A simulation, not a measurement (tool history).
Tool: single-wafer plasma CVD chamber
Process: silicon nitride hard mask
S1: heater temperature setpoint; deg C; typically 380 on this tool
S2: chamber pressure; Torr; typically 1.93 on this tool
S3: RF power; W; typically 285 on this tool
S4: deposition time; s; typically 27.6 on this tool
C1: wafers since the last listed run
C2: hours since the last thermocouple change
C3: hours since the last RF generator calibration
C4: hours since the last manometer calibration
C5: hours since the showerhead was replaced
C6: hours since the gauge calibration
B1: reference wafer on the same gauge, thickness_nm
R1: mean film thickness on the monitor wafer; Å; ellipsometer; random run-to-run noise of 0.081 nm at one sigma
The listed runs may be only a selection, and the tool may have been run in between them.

run   hour   S1    S2   S3    S4    C1      C2      C3      C4      C5     C6      B1      R1
  1    0.0  380  1.62  285  27.6     0  2232.7  2302.9  2275.6  5844.9  200.7  37.603  300.03
  2   33.9  380  1.62  285  27.6   521  2266.6  2336.8  2309.5  5878.8  234.6  37.602  299.83
  3   97.3  380  1.62  285  27.6   975  2330.0  2400.2  2372.9  5942.2  298.0  37.578  298.68
  4  153.0  368  1.93  285  27.6   857  2385.7  2455.9  2428.6  5997.9  353.7  37.600  318.52
  5  212.6  368  1.93  285  27.6   917  2445.3  2515.5  2488.2  6057.5  413.3  37.573  317.52
  6  266.5  368  1.93  285  27.6   829  2499.2  2569.4  2542.1  6111.4  467.2  37.594  317.60
     318.8  -- showerhead replaced
  7  321.3  380  1.93  285  27.6   720  2554.0  2624.2  2596.9     2.5  522.0  37.625  315.12
     386.9  -- capacitance manometer re-zeroed and calibrated
     406.0  -- thermocouple changed; heater temperature recalibrated
  8  406.5  380  1.93  285  27.6  1065     0.5  2709.4    19.6    87.7  607.2  37.600  314.49
     411.5  -- gauge calibrated
  9  436.0  380  1.93  285  33.0   454    30.0  2738.9    49.1   117.2   24.5  37.603  376.36
 10  483.8  371  1.93  285  30.2   735    77.8  2786.7    96.9   165.0   72.3  37.600  342.52
     493.4  -- RF generator calibrated
 11  552.3  380  2.41  320  27.6   931   146.3    58.9   165.4   233.5  140.8  37.591  373.84
 12  590.6  380  1.62  285  27.6   589   184.6    97.2   203.7   271.8  179.1  37.586  308.16
 13  632.9  366  2.19  255  24.2   651   226.9   139.5   246.0   314.1  221.4  37.616  283.41
 14  695.2  380  1.93  285  30.2   959   289.2   201.8   308.3   376.4  283.7  37.606  359.31

What differs in the tool's unlogged condition from the final listed run ahead of each entry between runs to the first listed run following it?
From run 6 to run 7: showerhead replaced (hour 318.8)
  delivered RF power above the setpoint (%): -7.92 -> -8.26
  measured minus no-state result, R1: -14.72 -> -15.28 Å
From run 7 to run 8: capacitance manometer re-zeroed and calibrated (hour 386.9); thermocouple changed; heater temperature recalibrated (hour 406.0)
  delivered RF power above the setpoint (%): -8.26 -> -8.8
  measured minus no-state result, R1: -15.28 -> -16.35 Å
From run 8 to run 9: gauge calibrated (hour 411.5)
  delivered RF power above the setpoint (%): -8.8 -> -8.99
  measured minus no-state result, R1: -16.35 -> -20.04 Å
From run 10 to run 11: RF generator calibrated (hour 493.4)
  delivered RF power above the setpoint (%): -9.31 -> -0.671
  measured minus no-state result, R1: -18.94 -> -1.34 Å
